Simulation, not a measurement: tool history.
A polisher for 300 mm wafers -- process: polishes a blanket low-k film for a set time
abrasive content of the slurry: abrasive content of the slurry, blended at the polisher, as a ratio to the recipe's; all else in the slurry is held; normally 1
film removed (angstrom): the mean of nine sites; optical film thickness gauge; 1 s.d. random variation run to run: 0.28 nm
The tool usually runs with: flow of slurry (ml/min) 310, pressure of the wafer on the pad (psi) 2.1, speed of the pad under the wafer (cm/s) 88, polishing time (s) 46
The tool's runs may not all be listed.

run   hour  flow of slurry (ml/min)  pressure of the wafer on the pad (psi)  speed of the pad under the wafer (cm/s)  abrasive content of the slurry  polishing time (s)  incoming thickness of the incoming film, nm  film removed (angstrom)
  1      0                      310                                     2.1                                       88                               1                  46                                        811.1                      208
  2    7.3                      310                                     2.1                                       88                               1                  46                                        798.9                      206
  3   14.5                      310                                     2.1                                       88                             0.9                  46                                        800.5                      193
  4     23                      310                                     2.1                                       88                             0.9                  46                                        802.4                      192
  5   29.5                      310                                     2.1                                       88                             0.9                  39                                        800.5                      160
  6   40.9                      310                                     2.1                                       88                               1                  46                                        811.7                      203
  7   56.1                      310                                     2.1                                       88                               1                  46                                          815                      204
  8   73.6                      335                                     2.1                                       88                               1                  46                                        802.6                      209
  9   85.8                      335                                     2.1                                       88                               1                  46                                        799.9                      206
 10   98.1                      310                                     2.4                                       88                               1                  46                                          805                      226
       104  -- worn pad replaced by a new one
 11    109                      310                                     2.4                                       88                               1                  46                                        787.6                      228
 12  121.3                      310                                     2.4                                       88                               1                  46                                        790.2                      223
     131.9  -- head pressure recalibrated
 13  136.7                      310                                     2.1                                       88                               1                  46                                        804.2                      198
 14  143.2                      310                                     2.1                                       88                               1                  46                                        789.9                      199
 15  159.4                      310                                     2.1                                       88                               1                  33                                        794.5                      145
 16    174                      310                                     2.1                                       74                               1                  46                                        796.9                      174
 17  185.9                      310                                     2.1                                       88                               1                  46                                        806.7                      199
     192.1  -- slurry blender recalibrated
 18    198                      310                                     2.1                                       74                             1.2                  46                                        791.6                      199

What will run 19 give?
 19  211.6                      275                                     2.1                                       70                               1                  46                                        795.1                        ?

film removed (angstrom): 166
With no hidden state in the tool, this same run would have given film removed (angstrom) 186.

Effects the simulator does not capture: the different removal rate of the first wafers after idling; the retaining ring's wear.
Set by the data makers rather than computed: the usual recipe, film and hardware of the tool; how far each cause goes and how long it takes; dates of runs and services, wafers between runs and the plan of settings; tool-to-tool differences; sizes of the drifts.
